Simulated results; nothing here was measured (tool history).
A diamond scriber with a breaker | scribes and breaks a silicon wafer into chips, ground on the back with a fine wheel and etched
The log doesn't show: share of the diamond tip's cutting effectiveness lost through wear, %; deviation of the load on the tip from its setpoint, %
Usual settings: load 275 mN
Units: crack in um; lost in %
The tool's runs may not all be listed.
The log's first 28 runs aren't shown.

| run | hour | load | wafers since the last listed run | hours since the diamond tip was replaced | hours since the load on the tip was calibrated | incoming depth of the damage left on the back of the incoming wafer, um | crack | lost |
|---|---|---|---|---|---|---|---|---|
|  | 1966.9 | load on the tip recalibrated |
| 29 | 1981.1 | 302 | 137 | 582.8 | 14.2 | 0.75 | 9.35 | 0.5 |
| 30 | 2021.1 | 346 | 133 | 622.8 | 54.2 | 0.62 | 10.32 | 1.13 |
| 31 | 2093 | 237 | 239 | 694.7 | 126.1 | 0.6 | 7.9 | 4.28 |
|  | 2133.9 | diamond tip replaced by a new one |
| 32 | 2150.6 | 242 | 184 | 16.7 | 183.7 | 0.39 | 8.47 | 1.85 |
| 33 | 2221.6 | 275 | 236 | 87.7 | 254.7 | 0.34 | 9.25 | 0.6 |
| 34 | 2316.4 | 312 | 315 | 182.5 | 349.5 | 0.33 | 10.21 | 0.68 |
| 35 | 2381.6 | 331 | 216 | 247.7 | 414.7 | 0.42 | 10.14 | 1.03 |
| 36 | 2472.7 | 248 | 302 | 338.8 | 505.8 | 0.57 | 8.17 | 2.59 |
| 37 | 2527.5 | 275 | 182 | 393.6 | 560.6 | 0.59 | 8.71 | 1.42 |
| 38 | 2632.3 | 253 | 348 | 498.4 | 665.4 | 0.57 | 8.11 | 3.92 |
| 39 | 2670.6 | 231 | 127 | 536.7 | 703.7 | 0.66 | 7.75 | 7.6 |
|  | 2904.9 | load on the tip recalibrated |
|  | 2927 | diamond tip replaced by a new one |
| 40 | 2951.1 | 314 | 919 | 24.1 | 46.2 | 0.71 | 10.61 | 0.99 |

5 ways to go on from here, each from the tool as it stands after run 40. What would each give?
| A | 2951.7 | 303 | 1 | 24.7 | 46.8 | 0.68 | ? | ? |
| B | 2951.7 | 316 | 1 | 24.7 | 46.8 | 0.68 | ? | ? |
| C | 2951.7 | 356 | 1 | 24.7 | 46.8 | 0.68 | ? | ? |
| D | 2951.7 | 247 | 1 | 24.7 | 46.8 | 0.68 | ? | ? |
| E | 2951.7 | 318 | 1 | 24.7 | 46.8 | 0.68 | ? | ? |

| run | crack | lost |
|---|---|---|
| A | 10.14 | 0.73 |
| B | 10.41 | 1.08 |
| C | 11.22 | 3 |
| D | 8.93 | 1.51 |
| E | 10.45 | 1.14 |
Without the tool's hidden state the same runs would have given:
| run | crack | lost |
|---|---|---|
| A | 10.36 | 0.99 |
| B | 10.63 | 1.48 |
| C | 11.46 | 3.79 |
| D | 9.13 | 1.1 |
| E | 10.67 | 1.57 |
